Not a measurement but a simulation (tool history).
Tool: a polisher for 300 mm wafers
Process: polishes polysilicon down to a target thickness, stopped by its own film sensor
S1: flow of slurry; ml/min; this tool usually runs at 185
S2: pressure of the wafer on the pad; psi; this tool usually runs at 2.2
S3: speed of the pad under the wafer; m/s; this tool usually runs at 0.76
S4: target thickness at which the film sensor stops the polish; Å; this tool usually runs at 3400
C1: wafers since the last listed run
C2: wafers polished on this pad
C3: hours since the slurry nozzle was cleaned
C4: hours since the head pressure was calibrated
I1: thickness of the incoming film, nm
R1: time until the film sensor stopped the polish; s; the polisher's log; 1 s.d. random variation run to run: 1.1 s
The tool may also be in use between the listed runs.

run   hour   S1   S2    S3    S4   C1   C2     C3     C4     I1     R1
  1      0  185  2.2  0.76  3400    0  214  430.9  109.8  716.5   88.4
  2   24.7  185  1.6  0.76  3400  220  434  455.6  134.5  718.3  112.8
  3   51.8  185  1.6  0.76  3400  241  676  482.7  161.6  726.5  112.6
  4   67.6  185  2.2  0.76  3400  140  817  498.5  177.4  708.1   85.5
      74.5  -- worn pad replaced by a new one
  5    101  135  2.2  0.76  3400  262  236  531.9  210.8  717.8   92.7
  6  120.2  135  2.2  0.76  3400  171  407  551.1    230  721.7   95.6
  7  137.9  135  2.2  0.76  3400  157  565  568.8  247.7  717.4   94.9
     161.8  -- worn pad replaced by a new one
  8  170.9  150  2.2  0.86  3400  258   80  601.8  280.7  727.9   81.6
  9  199.6  150  2.2  0.86  3400  256  336  630.5  309.4  718.6     83
       209  -- slurry nozzle cleaned
 10  215.9  150  2.2  0.86  3400  136  473    6.9  325.7  713.2   80.9
 11  242.1  210  2.2  0.76  2770  233  707   33.1  351.9  725.6  102.9
 12  259.3  230  2.2  0.88  2870  153  860   50.3  369.1  720.3   83.7
     270.1  -- worn pad replaced by a new one
 13  272.8  245  2.7  0.54  3900   84   24   63.8  382.6  721.4     91
 14  335.8  205    2  0.76  4620  562  586  126.8  445.6  735.8   67.2
     356.4  -- head pressure recalibrated
 15  358.8  185  2.9  0.76  3400  187  773  149.8    2.4  720.5     73
     369.7  -- worn pad replaced by a new one
 16  383.9  185  2.2  0.76  3400  188  126  174.9   27.5  722.1   90.9
 17  409.5  155  2.9  0.54  3400  228  355  200.5   53.1  728.6  106.5
 18    428  185  2.2  0.76  3400  165  520    219   71.6  717.2   88.8
     464.2  -- worn pad replaced by a new one
 19  464.7  245  2.4  0.86  4360  291    4  255.7  108.3  728.5   56.1
 20  487.2  155  2.9  0.54  3400  200  205  278.2  130.8  729.7  107.3
 21  509.8  245  2.2  0.58  2520  201  406  300.8  153.4  720.1  134.7

Take each entry between the runs: how does the hidden state at the last listed run before it differ from the hidden state at the first listed run after it?
From run 4 to run 5: worn pad replaced by a new one (hour 74.5)
  no difference in the tool's unlogged condition between these two runs
From run 7 to run 8: worn pad replaced by a new one (hour 161.8)
  no difference in the tool's unlogged condition between these two runs
From run 9 to run 10: slurry nozzle cleaned (hour 209)
  no difference in the tool's unlogged condition between these two runs
From run 12 to run 13: worn pad replaced by a new one (hour 270.1)
  no difference in the tool's unlogged condition between these two runs
From run 14 to run 15: head pressure recalibrated (hour 356.4)
  no difference in the tool's unlogged condition between these two runs
From run 15 to run 16: worn pad replaced by a new one (hour 369.7)
  no difference in the tool's unlogged condition between these two runs
From run 18 to run 19: worn pad replaced by a new one (hour 464.2)
  no difference in the tool's unlogged condition between these two runs
